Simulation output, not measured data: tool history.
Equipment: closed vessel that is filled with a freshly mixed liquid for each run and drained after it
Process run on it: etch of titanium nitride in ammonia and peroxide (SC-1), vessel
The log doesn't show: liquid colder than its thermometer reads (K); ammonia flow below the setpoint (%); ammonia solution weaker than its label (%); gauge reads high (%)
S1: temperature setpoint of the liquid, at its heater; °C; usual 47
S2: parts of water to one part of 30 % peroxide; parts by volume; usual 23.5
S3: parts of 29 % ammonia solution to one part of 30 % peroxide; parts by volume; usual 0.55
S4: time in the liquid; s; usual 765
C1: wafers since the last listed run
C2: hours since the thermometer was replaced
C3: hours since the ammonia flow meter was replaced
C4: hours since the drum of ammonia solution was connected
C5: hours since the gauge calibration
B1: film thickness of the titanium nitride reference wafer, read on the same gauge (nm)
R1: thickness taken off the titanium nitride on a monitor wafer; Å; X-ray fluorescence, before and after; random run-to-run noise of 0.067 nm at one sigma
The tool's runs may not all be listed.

| run | hour | S1 | S2 | S3 | S4 | C1 | C2 | C3 | C4 | C5 | B1 | R1 |
|---|---|---|---|---|---|---|---|---|---|---|---|---|
| 1 | 0 | 47 | 23.5 | 0.55 | 1110 | 0 | 467.2 | 2186.6 | 823.1 | 2364.2 | 99.99 | 290.2 |
| 2 | 112.4 | 47 | 23.5 | 0.55 | 1110 | 7661 | 579.6 | 2299 | 935.5 | 2476.6 | 100.02 | 287.5 |
|  | 139.3 | thermometer replaced |
| 3 | 171 | 47 | 14.5 | 0.55 | 765 | 3925 | 31.7 | 2357.6 | 994.1 | 2535.2 | 99.99 | 269.6 |
| 4 | 277.1 | 47 | 14.5 | 0.55 | 765 | 7231 | 137.8 | 2463.7 | 1100.2 | 2641.3 | 99.99 | 267.1 |
| 5 | 324.6 | 51.5 | 23.5 | 0.55 | 765 | 3237 | 185.3 | 2511.2 | 1147.7 | 2688.8 | 99.99 | 280.4 |
|  | 333.8 | new drum of ammonia solution connected |
| 6 | 389.9 | 47 | 23.5 | 0.55 | 1070 | 4382 | 250.6 | 2576.5 | 56.1 | 2754.1 | 99.99 | 283.4 |
|  | 424.2 | ammonia flow meter replaced |
|  | 425.8 | gauge calibrated |
| 7 | 450.1 | 47 | 23.5 | 0.55 | 1070 | 4035 | 310.8 | 25.9 | 116.3 | 24.3 | 100.02 | 280.8 |
| 8 | 551.3 | 47 | 23.5 | 0.55 | 765 | 6897 | 412 | 127.1 | 217.5 | 125.5 | 99.99 | 199.9 |
| 9 | 599 | 47 | 23.5 | 0.8 | 385 | 3251 | 459.7 | 174.8 | 265.2 | 173.2 | 100.01 | 107.4 |
|  | 642.1 | thermometer replaced |
| 10 | 683 | 41 | 33 | 0.75 | 765 | 5657 | 40.9 | 258.8 | 349.2 | 257.2 | 100 | 116.6 |
| 11 | 733.3 | 47 | 31 | 0.55 | 1005 | 3428 | 91.2 | 309.1 | 399.5 | 307.5 | 100 | 228.6 |
| 12 | 938.7 | 47 | 33 | 0.45 | 350 | 13999 | 296.6 | 514.5 | 604.9 | 512.9 | 100 | 73.4 |
| 13 | 1008.5 | 47 | 23.5 | 0.55 | 765 | 4757 | 366.4 | 584.3 | 674.7 | 582.7 | 100 | 201.1 |
| 14 | 1045.5 | 44.5 | 31 | 0.25 | 380 | 2521 | 403.4 | 621.3 | 711.7 | 619.7 | 99.99 | 61.2 |
| 15 | 1142.2 | 47 | 23.5 | 0.55 | 765 | 6591 | 500.1 | 718 | 808.4 | 716.4 | 100 | 199.4 |
|  | 1153.7 | thermometer replaced |
| 16 | 1233.6 | 47 | 23.5 | 0.55 | 1110 | 6161 | 79.9 | 809.4 | 899.8 | 807.8 | 100.03 | 298.8 |
| 17 | 1307.9 | 47 | 23.5 | 0.55 | 765 | 5064 | 154.2 | 883.7 | 974.1 | 882.1 | 99.98 | 205.3 |
| 18 | 1403.5 | 47 | 23.5 | 0.3 | 435 | 6516 | 249.8 | 979.3 | 1069.7 | 977.7 | 100 | 102.9 |
|  | 1432.7 | new drum of ammonia solution connected |
| 19 | 1479.3 | 54.5 | 27.5 | 0.55 | 365 | 5098 | 325.6 | 1055.1 | 46.6 | 1053.5 | 100 | 148.7 |
| 20 | 1585.5 | 38 | 12.5 | 0.35 | 1115 | 7238 | 431.8 | 1161.3 | 152.8 | 1159.7 | 100 | 197.3 |
| 21 | 1648.3 | 43 | 13.5 | 0.4 | 460 | 4280 | 494.6 | 1224.1 | 215.6 | 1222.5 | 100 | 114.6 |
| 22 | 1687.8 | 42.5 | 27 | 0.8 | 460 | 2692 | 534.1 | 1263.6 | 255.1 | 1262 | 100 | 86.3 |
| 23 | 1744.1 | 50.5 | 13 | 0.55 | 765 | 3837 | 590.4 | 1319.9 | 311.4 | 1318.3 | 99.99 | 351.9 |
|  | 1774.6 | thermometer replaced |
| 24 | 1838 | 47 | 23.5 | 0.55 | 765 | 6332 | 63.4 | 1413.8 | 405.3 | 1412.2 | 100 | 205.7 |
| 25 | 1896 | 47 | 23.5 | 0.75 | 1075 | 3953 | 121.4 | 1471.8 | 463.3 | 1470.2 | 100.01 | 304.7 |
| 26 | 1953.3 | 47 | 23.5 | 0.85 | 765 | 3905 | 178.7 | 1529.1 | 520.6 | 1527.5 | 99.99 | 220.2 |
| 27 | 2049.5 | 47 | 23.5 | 0.55 | 765 | 6556 | 274.9 | 1625.3 | 616.8 | 1623.7 | 100 | 202.4 |

4 options for the next run, each taken on its own from the tool as it stands now. Forecast them:
| A | 2050.4 | 47 | 23.5 | 0.55 | 765 | 61 | 275.8 | 1626.2 | 617.7 | 1624.6 | ? | ? |
| B | 2050.4 | 42 | 23.5 | 0.55 | 765 | 61 | 275.8 | 1626.2 | 617.7 | 1624.6 | ? | ? |
| C | 2050.4 | 47 | 23.5 | 0.55 | 1115 | 61 | 275.8 | 1626.2 | 617.7 | 1624.6 | ? | ? |
| D | 2050.4 | 47 | 23.5 | 0.75 | 1090 | 61 | 275.8 | 1626.2 | 617.7 | 1624.6 | ? | ? |

| run | B1 | R1 |
|---|---|---|
| A | 100.01 | 203.3 |
| B | 100.01 | 141.7 |
| C | 100.01 | 296.3 |
| D | 100.01 | 306.7 |
Take away the tool's hidden state, keep each run's random variation, and the runs would have read:
| run | R1 |
|---|---|
| A | 207.7 |
| B | 144.8 |
| C | 302.7 |
| D | 313.4 |
